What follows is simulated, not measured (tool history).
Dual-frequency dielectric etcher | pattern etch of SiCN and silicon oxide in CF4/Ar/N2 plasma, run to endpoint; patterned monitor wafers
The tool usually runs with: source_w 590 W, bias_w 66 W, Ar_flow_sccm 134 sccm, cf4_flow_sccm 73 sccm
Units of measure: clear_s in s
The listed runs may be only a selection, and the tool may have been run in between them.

run,day,source_w,bias_w,Ar_flow_sccm,cf4_flow_sccm,wafers since the last listed run,hours since the last wet clean,hours since the last source power generator calibration,hours since the last bias power generator calibration,hours since the last Ar flow controller change,hours since the last CF4 flow controller change,hours since the last upper electrode change,"incoming incoming film thickness, nm",clear_s
1,0,590,66,134,73,0,367.8,4532,1675.3,5566.5,5527,6066.6,15.9,15.7
2,0.85,590,66,134,73,239,388.2,4552.4,1695.7,5586.9,5547.4,6087,15.86,15.5
3,1.921,590,66,134,73,301,413.9,4578.1,1721.4,5612.6,5573.1,6112.7,15.98,15.7
4,3.362,590,66,134,73,405,448.5,4612.7,1756,5647.2,5607.7,6147.3,15.61,15.2
# day 7.779: bias power generator calibrated
# day 8.438: wet clean of the chamber
# day 9.058: CF4 flow controller replaced
# day 9.096: upper electrode replaced
5,9.117,590,66,134,73,1304,16.3,4750.8,32.1,5785.3,1.4,0.5,15.94,16.4
6,9.133,590,66,134,73,4,16.7,4751.2,32.5,5785.7,1.8,0.9,16,16.4
7,9.146,590,66,134,73,3,17,4751.5,32.8,5786,2.1,1.2,15.81,16.2
8,9.546,590,66,134,73,112,26.6,4761.1,42.4,5795.6,11.7,10.8,15.8,16.2
9,10.271,590,66,134,73,203,44,4778.5,59.8,5813,29.1,28.2,15.71,16.2
10,11.362,590,66,134,73,307,70.2,4804.7,86,5839.2,55.3,54.4,15.75,16.1
11,11.883,590,50,134,66,146,82.7,4817.2,98.5,5851.7,67.8,66.9,15.79,18.4
# day 12.854: source power generator calibrated
# day 13.042: Ar flow controller replaced
12,13.254,590,66,165,56,285,115.6,9.6,131.4,5.1,100.7,99.8,15.88,18.1
13,14.429,730,61,164,65,330,143.8,37.8,159.6,33.3,128.9,128,15.88,14.9
14,14.933,590,51,147,55,141,155.9,49.9,171.7,45.4,141,140.1,15.84,19.7
15,16.325,590,66,134,73,391,189.3,83.3,205.1,78.8,174.4,173.5,15.89,16.1
16,17.6,590,66,134,73,358,219.9,113.9,235.7,109.4,205,204.1,16,16.1
17,18.921,590,54,100,73,371,251.6,145.6,267.4,141.1,236.7,235.8,15.79,15.9
18,20.125,510,66,134,73,338,280.5,174.5,296.3,170,265.6,264.7,15.72,18.1
19,21.412,590,54,100,73,362,311.4,205.4,327.2,200.9,296.5,295.6,15.81,15.7
20,22.696,590,66,134,73,360,342.2,236.2,358,231.7,327.3,326.4,15.72,15.7

Here are 4 independent what-if runs from the current tool condition. What would each one return?
A,22.712,590,66,134,73,4,342.6,236.6,358.4,232.1,327.7,326.8,15.72,?
B,22.712,590,60,160,73,4,342.6,236.6,358.4,232.1,327.7,326.8,15.72,?
C,22.712,660,72,134,87,4,342.6,236.6,358.4,232.1,327.7,326.8,15.72,?
D,22.712,710,76,106,55,4,342.6,236.6,358.4,232.1,327.7,326.8,15.72,?

run,clear_s
A,15.6
B,16.9
C,13.1
D,12.5
With the hidden condition removed and each run's random variation left untouched, the same runs would have given:
run,clear_s
A,16.1
B,17.5
C,13.6
D,12.9
